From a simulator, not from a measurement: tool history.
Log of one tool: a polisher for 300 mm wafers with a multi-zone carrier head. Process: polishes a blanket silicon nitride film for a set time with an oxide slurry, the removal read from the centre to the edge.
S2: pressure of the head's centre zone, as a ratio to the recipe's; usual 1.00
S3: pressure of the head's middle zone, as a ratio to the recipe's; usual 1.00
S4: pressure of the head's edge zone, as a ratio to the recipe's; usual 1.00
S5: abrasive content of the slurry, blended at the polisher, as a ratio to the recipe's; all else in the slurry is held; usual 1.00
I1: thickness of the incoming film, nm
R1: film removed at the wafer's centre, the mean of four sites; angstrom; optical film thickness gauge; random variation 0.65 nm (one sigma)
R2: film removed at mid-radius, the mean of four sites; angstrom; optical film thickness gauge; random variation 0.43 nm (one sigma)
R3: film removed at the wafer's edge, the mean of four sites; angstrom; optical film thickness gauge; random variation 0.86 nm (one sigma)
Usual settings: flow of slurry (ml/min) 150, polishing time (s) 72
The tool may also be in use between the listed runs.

Run 1, hour 0.0: usual settings; I1 630.7. Result: R1 563 angstrom, R2 582 angstrom, R3 595 angstrom.
Run 2, hour 35.9: usual settings; I1 627.8. Result: R1 561 angstrom, R2 574 angstrom, R3 591 angstrom.
Run 3, hour 70.5: usual settings; I1 619.3. Result: R1 528 angstrom, R2 556 angstrom, R3 566 angstrom.
At hour 108.1: worn pad replaced by a new one.
Run 4, hour 108.6: usual settings but flow of slurry (ml/min) 120, polishing time (s) 60; I1 637.2. Result: R1 429 angstrom, R2 466 angstrom, R3 492 angstrom.
Run 5, hour 130.5: usual settings but flow of slurry (ml/min) 120, polishing time (s) 60; I1 623.0. Result: R1 433 angstrom, R2 469 angstrom, R3 481 angstrom.
Run 6, hour 165.5: usual settings but flow of slurry (ml/min) 120, polishing time (s) 60; I1 636.0. Result: R1 422 angstrom, R2 457 angstrom, R3 466 angstrom.
Run 7, hour 200.6: usual settings but flow of slurry (ml/min) 120; I1 632.7. Result: R1 483 angstrom, R2 537 angstrom, R3 539 angstrom.
Run 8, hour 215.2: usual settings but flow of slurry (ml/min) 120; I1 630.6. Result: R1 477 angstrom, R2 526 angstrom, R3 544 angstrom.
At hour 225.5: worn pad replaced by a new one.
Run 9, hour 236.9: usual settings but flow of slurry (ml/min) 120; I1 633.2. Result: R1 510 angstrom, R2 553 angstrom, R3 567 angstrom.
At hour 251.9: slurry nozzle cleaned.
Run 10, hour 257.5: usual settings but S4 1.05, S5 0.85; I1 632.8. Result: R1 486 angstrom, R2 542 angstrom, R3 564 angstrom.
Run 11, hour 276.8: usual settings but S2 0.93, S3 1.06, S4 1.04; I1 625.8. Result: R1 467 angstrom, R2 600 angstrom, R3 599 angstrom.
At hour 294.8: centre zone pressure recalibrated.
Run 12, hour 310.6: usual settings but S4 0.95, polishing time (s) 89; I1 626.8. Result: R1 686 angstrom, R2 688 angstrom, R3 679 angstrom.
At hour 336.9: worn pad replaced by a new one.
At hour 350.5: carrier head's membrane replaced by a new one.
At hour 413.7: edge zone pressure recalibrated.
Run 13, hour 414.2: usual settings but S2 0.92, S5 0.80; I1 625.8. Result: R1 472 angstrom, R2 519 angstrom, R3 527 angstrom.
Run 14, hour 446.3: usual settings but S4 1.05, polishing time (s) 79; I1 621.0. Result: R1 597 angstrom, R2 597 angstrom, R3 633 angstrom.
At hour 459.3: worn pad replaced by a new one.
Run 15, hour 481.6: usual settings but flow of slurry (ml/min) 110, S2 1.11; I1 644.1. Result: R1 586 angstrom, R2 535 angstrom, R3 555 angstrom.
Run 16, hour 493.7: usual settings but S4 1.07, polishing time (s) 59; I1 626.6. Result: R1 457 angstrom, R2 473 angstrom, R3 494 angstrom.
Run 17, hour 528.9: usual settings but flow of slurry (ml/min) 190; I1 627.1. Result: R1 596 angstrom, R2 595 angstrom, R3 584 angstrom.
Run 18, hour 559.3: usual settings; I1 625.8. Result: R1 531 angstrom, R2 551 angstrom, R3 565 angstrom.
At hour 564.4: worn pad replaced by a new one.
Run 19, hour 584.5: usual settings; I1 625.3. Result: R1 560 angstrom, R2 584 angstrom, R3 590 angstrom.

5 ways to go on from here, each from the tool as it stands after run 19. What would each give?
Run A, hour 585.0: usual settings but flow of slurry (ml/min) 185; I1 636.3. Result: R1 ?, R2 ?, R3 ?.
Run B, hour 585.0: usual settings but S2 0.89, S3 0.94; I1 636.3. Result: R1 ?, R2 ?, R3 ?.
Run C, hour 585.0: usual settings but flow of slurry (ml/min) 190, S2 0.89, S3 0.95, S5 0.75; I1 636.3. Result: R1 ?, R2 ?, R3 ?.
Run D, hour 585.0: usual settings but S4 0.97, polishing time (s) 88; I1 636.3. Result: R1 ?, R2 ?, R3 ?.
Run E, hour 585.0: usual settings but S2 1.06, S3 1.11, S5 0.75; I1 636.3. Result: R1 ?, R2 ?, R3 ?.

run   R1   R2   R3
  A  599  604  593
  B  512  554  579
  C  475  516  529
  D  704  713  696
  E  544  566  513
Without the tool's hidden state the same runs would have given:
run   R1   R2   R3
  A  621  606  595
  B  531  556  581
  C  493  519  531
  D  730  716  699
  E  563  569  515
